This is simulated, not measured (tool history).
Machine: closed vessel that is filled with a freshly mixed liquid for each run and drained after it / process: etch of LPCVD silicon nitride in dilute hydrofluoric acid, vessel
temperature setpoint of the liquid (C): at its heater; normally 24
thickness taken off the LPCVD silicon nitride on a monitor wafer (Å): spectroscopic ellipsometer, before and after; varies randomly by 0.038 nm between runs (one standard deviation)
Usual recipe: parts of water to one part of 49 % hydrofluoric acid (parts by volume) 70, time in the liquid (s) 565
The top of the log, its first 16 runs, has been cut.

| run | hour | temperature setpoint of the liquid (C) | parts of water to one part of 49 % hydrofluoric acid (parts by volume) | time in the liquid (s) | read-back film thickness of the LPCVD silicon nitride reference wafer, read on the same gauge (nm) | thickness taken off the LPCVD silicon nitride on a monitor wafer (Å) |
|---|---|---|---|---|---|---|
| 17 | 849.9 | 22 | 55 | 250 | 129.965 | 20.62 |
| 18 | 890.4 | 24 | 70 | 735 | 130.006 | 56.42 |
| 19 | 1065 | 24 | 70 | 565 | 129.941 | 43.32 |
| 20 | 1110.8 | 24 | 70 | 565 | 129.98 | 44.41 |
| 21 | 1181.9 | 28 | 85 | 825 | 129.988 | 69.32 |
|  | 1215.9 | thermometer replaced |
| 22 | 1375.3 | 24 | 70 | 565 | 129.974 | 41.77 |
| 23 | 1428.9 | 28 | 35 | 360 | 129.992 | 68.27 |
| 24 | 1470.9 | 21.5 | 70 | 565 | 130.01 | 35.33 |
| 25 | 1526.6 | 24 | 100 | 565 | 129.999 | 29.63 |
| 26 | 1559 | 24 | 70 | 565 | 130.033 | 41.95 |
| 27 | 1597.8 | 28.5 | 55 | 565 | 130.049 | 72.48 |
| 28 | 1642 | 20.5 | 45 | 565 | 129.985 | 51.76 |
| 29 | 1694.4 | 22 | 85 | 870 | 129.995 | 47.77 |
| 30 | 1755.4 | 24 | 70 | 565 | 130.02 | 42.81 |
| 31 | 1795.5 | 19.5 | 55 | 440 | 129.955 | 31.18 |
| 32 | 1836.6 | 24 | 95 | 460 | 130.013 | 26.28 |

4 ways to go on from here, each from the tool as it stands after run 32. What would each give?
| A | 1837.4 | 26.5 | 70 | 565 | ? | ? |
| B | 1837.4 | 28.5 | 70 | 565 | ? | ? |
| C | 1837.4 | 24 | 90 | 565 | ? | ? |
| D | 1837.4 | 24 | 80 | 780 | ? | ? |

| run | read-back film thickness of the LPCVD silicon nitride reference wafer, read on the same gauge (nm) | thickness taken off the LPCVD silicon nitride on a monitor wafer (Å) |
|---|---|---|
| A | 129.997 | 50.71 |
| B | 129.997 | 57.69 |
| C | 129.997 | 33.58 |
| D | 129.997 | 52.09 |
Stripped of hidden state, with their random variation kept, the same runs would have yielded:
| run | thickness taken off the LPCVD silicon nitride on a monitor wafer (Å) |
|---|---|
| A | 47.05 |
| B | 53.58 |
| C | 31.13 |
| D | 48.27 |

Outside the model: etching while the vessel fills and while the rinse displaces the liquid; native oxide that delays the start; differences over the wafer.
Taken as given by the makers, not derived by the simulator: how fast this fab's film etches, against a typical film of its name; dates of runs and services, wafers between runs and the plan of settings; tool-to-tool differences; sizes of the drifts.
